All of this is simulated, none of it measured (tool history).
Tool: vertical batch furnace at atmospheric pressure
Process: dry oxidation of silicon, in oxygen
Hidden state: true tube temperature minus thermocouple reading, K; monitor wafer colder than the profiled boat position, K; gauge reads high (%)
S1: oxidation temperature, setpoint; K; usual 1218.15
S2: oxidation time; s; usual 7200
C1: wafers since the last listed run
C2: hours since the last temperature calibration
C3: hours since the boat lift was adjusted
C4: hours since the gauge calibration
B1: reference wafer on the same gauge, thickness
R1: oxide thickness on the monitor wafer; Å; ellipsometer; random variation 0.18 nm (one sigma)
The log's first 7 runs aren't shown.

run 8 hour=91.7 | S1=1218.15 S2=7200 | C1=86 C2=2685.6 C3=3305.8 C4=409.9 | B1=80.63 | R1=682.8
run 9 hour=112.7 | S1=1218.15 S2=7200 | C1=226 C2=2706.6 C3=3326.8 C4=430.9 | B1=80.6 | R1=685.8
run 10 hour=126.6 | S1=1218.15 S2=7200 | C1=150 C2=2720.5 C3=3340.7 C4=444.8 | B1=80.65 | R1=686.7
run 11 hour=142.9 | S1=1218.15 S2=6180 | C1=176 C2=2736.8 C3=3357 C4=461.1 | B1=80.56 | R1=616.3
-- hour=152.6 gauge calibrated
run 12 hour=160.8 | S1=1218.15 S2=6180 | C1=193 C2=2754.7 C3=3374.9 C4=8.2 | B1=80.57 | R1=617.4
run 13 hour=176.7 | S1=1218.15 S2=6180 | C1=171 C2=2770.6 C3=3390.8 C4=24.1 | B1=80.63 | R1=613.4
run 14 hour=195.2 | S1=1218.15 S2=7200 | C1=199 C2=2789.1 C3=3409.3 C4=42.6 | B1=80.61 | R1=683
run 15 hour=207.1 | S1=1218.15 S2=7200 | C1=128 C2=2801 C3=3421.2 C4=54.5 | B1=80.58 | R1=687.4
run 16 hour=223.4 | S1=1218.15 S2=7200 | C1=176 C2=2817.3 C3=3437.5 C4=70.8 | B1=80.55 | R1=685
run 17 hour=234 | S1=1242.15 S2=5550 | C1=114 C2=2827.9 C3=3448.1 C4=81.4 | B1=80.64 | R1=694
run 18 hour=244.8 | S1=1234.15 S2=4020 | C1=116 C2=2838.7 C3=3458.9 C4=92.2 | B1=80.52 | R1=523.4
run 19 hour=263.7 | S1=1230.15 S2=4530 | C1=204 C2=2857.6 C3=3477.8 C4=111.1 | B1=80.58 | R1=550.5
run 20 hour=285.2 | S1=1225.15 S2=4410 | C1=232 C2=2879.1 C3=3499.3 C4=132.6 | B1=80.63 | R1=520
run 21 hour=296.5 | S1=1203.15 S2=8730 | C1=122 C2=2890.4 C3=3510.6 C4=143.9 | B1=80.61 | R1=690
run 22 hour=309.5 | S1=1218.15 S2=7200 | C1=140 C2=2903.4 C3=3523.6 C4=156.9 | B1=80.62 | R1=685.7
-- hour=362.8 boat lift adjusted
-- hour=381.8 thermocouples replaced and temperature profile calibrated
run 23 hour=382.3 | S1=1243.15 S2=4650 | C1=322 C2=0.5 C3=19.5 C4=229.7 | B1=80.57 | R1=621.6
run 24 hour=387.6 | S1=1235.15 S2=5100 | C1=57 C2=5.8 C3=24.8 C4=235 | B1=80.62 | R1=620.9
run 25 hour=396.5 | S1=1203.15 S2=8730 | C1=96 C2=14.7 C3=33.7 C4=243.9 | B1=80.6 | R1=691.6
run 26 hour=409.2 | S1=1218.15 S2=7200 | C1=137 C2=27.4 C3=46.4 C4=256.6 | B1=80.6 | R1=686.7
run 27 hour=431.4 | S1=1203.15 S2=7200 | C1=239 C2=49.6 C3=68.6 C4=278.8 | B1=80.53 | R1=603.2
run 28 hour=440 | S1=1236.15 S2=9900 | C1=92 C2=58.2 C3=77.2 C4=287.4 | B1=80.61 | R1=973.2
run 29 hour=449.1 | S1=1198.15 S2=5520 | C1=98 C2=67.3 C3=86.3 C4=296.5 | B1=80.63 | R1=479.9
run 30 hour=465.8 | S1=1229.15 S2=10530 | C1=180 C2=84 C3=103 C4=313.2 | B1=80.54 | R1=967.2
run 31 hour=483.8 | S1=1197.15 S2=5340 | C1=194 C2=102 C3=121 C4=331.2 | B1=80.65 | R1=464.1
run 32 hour=497.4 | S1=1205.15 S2=5160 | C1=146 C2=115.6 C3=134.6 C4=344.8 | B1=80.58 | R1=489

3 ways to go on from here, each from the tool as it stands after run 32. What would each give?
run A hour=502.8 | S1=1218.15 S2=7200 | C1=58 C2=121 C3=140 C4=350.2 | B1=? | R1=?
run B hour=502.8 | S1=1239.15 S2=9300 | C1=58 C2=121 C3=140 C4=350.2 | B1=? | R1=?
run C hour=502.8 | S1=1233.15 S2=7200 | C1=58 C2=121 C3=140 C4=350.2 | B1=? | R1=?

run=A B1=80.67 R1=685.5
run=B B1=80.67 R1=958.9
run=C B1=80.67 R1=773
Without the tool's hidden state the same runs would have given:
run=A R1=685.5
run=B R1=958.9
run=C R1=773

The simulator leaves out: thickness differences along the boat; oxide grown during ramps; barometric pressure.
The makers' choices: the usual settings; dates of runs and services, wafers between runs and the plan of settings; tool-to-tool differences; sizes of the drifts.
